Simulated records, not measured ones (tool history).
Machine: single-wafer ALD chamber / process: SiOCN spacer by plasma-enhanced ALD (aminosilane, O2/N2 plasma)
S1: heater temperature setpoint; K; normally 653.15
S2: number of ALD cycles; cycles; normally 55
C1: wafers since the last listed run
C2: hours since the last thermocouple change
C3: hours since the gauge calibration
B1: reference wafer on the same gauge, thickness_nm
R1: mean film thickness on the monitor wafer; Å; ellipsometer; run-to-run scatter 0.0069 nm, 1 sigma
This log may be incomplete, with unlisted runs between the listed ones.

run   hour      S1  S2   C1      C2      C3     B1     R1
  1    0.0  653.15  55    0  2525.8   738.0  3.053  27.64
  2   20.0  653.15  55   94  2545.8   758.0  3.048  27.75
  3   37.8  653.15  55   83  2563.6   775.8  3.050  27.70
  4   65.5  656.15  47  130  2591.3   803.5  3.049  23.55
  5   89.1  656.15  47  111  2614.9   827.1  3.050  23.61
  6  154.9  656.15  47  309  2680.7   892.9  3.047  23.49
  7  187.7  653.15  55  154  2713.5   925.7  3.050  27.67
  8  219.4  653.15  55  149  2745.2   957.4  3.047  27.55
  9  236.9  653.15  55   82  2762.7   974.9  3.049  27.61
 10  258.9  653.15  55  103  2784.7   996.9  3.050  27.49
     289.2  -- thermocouple changed; heater temperature recalibrated
 11  294.8  653.15  55  131     5.6  1032.8  3.053  27.64
 12  310.6  653.15  55   74    21.4  1048.6  3.047  27.61
     312.3  -- gauge calibrated
 13  331.3  653.15  48   97    42.1    19.0  3.049  24.03
 14  420.6  653.15  48  420   131.4   108.3  3.050  24.10
 15  434.3  653.15  55   64   145.1   122.0  3.051  27.65
 16  475.4  653.15  55  193   186.2   163.1  3.050  27.55
 17  497.4  653.15  55  103   208.2   185.1  3.050  27.57
 18  522.5  664.15  47  118   233.3   210.2  3.048  23.72
 19  539.0  656.15  47   77   249.8   226.7  3.053  23.67
 20  559.7  640.15  65   97   270.5   247.4  3.051  32.60
 21  583.7  661.15  55  113   294.5   271.4  3.050  27.67
 22  599.5  653.15  55   74   310.3   287.2  3.046  27.64
 23  635.3  653.15  61  168   346.1   323.0  3.050  30.83
 24  664.5  658.15  59  137   375.3   352.2  3.051  29.57
 25  768.6  653.15  65  490   479.4   456.3  3.050  32.65
 26  801.3  646.15  59  154   512.1   489.0  3.048  29.71
 27  813.5  653.15  58   57   524.3   501.2  3.049  29.26
 28  833.1  653.15  55   92   543.9   520.8  3.048  27.71
 29  855.9  644.15  46  107   566.7   543.6  3.049  23.02

Below are 5 alternative next runs, each starting from the tool's condition after run 29. Predict each:
  A  856.4  653.15  55   2  567.2  544.1   ?   ?
  B  856.4  664.15  65   2  567.2  544.1   ?   ?
  C  856.4  657.15  47   2  567.2  544.1   ?   ?
  D  856.4  653.15  49   2  567.2  544.1   ?   ?
  E  856.4  646.15  52   2  567.2  544.1   ?   ?

run     B1     R1
  A  3.050  27.68
  B  3.050  32.71
  C  3.050  23.66
  D  3.050  24.66
  E  3.050  26.17
What these runs would have given with no unlogged condition in the tool:
run     R1
  A  27.68
  B  32.71
  C  23.66
  D  24.66
  E  26.17

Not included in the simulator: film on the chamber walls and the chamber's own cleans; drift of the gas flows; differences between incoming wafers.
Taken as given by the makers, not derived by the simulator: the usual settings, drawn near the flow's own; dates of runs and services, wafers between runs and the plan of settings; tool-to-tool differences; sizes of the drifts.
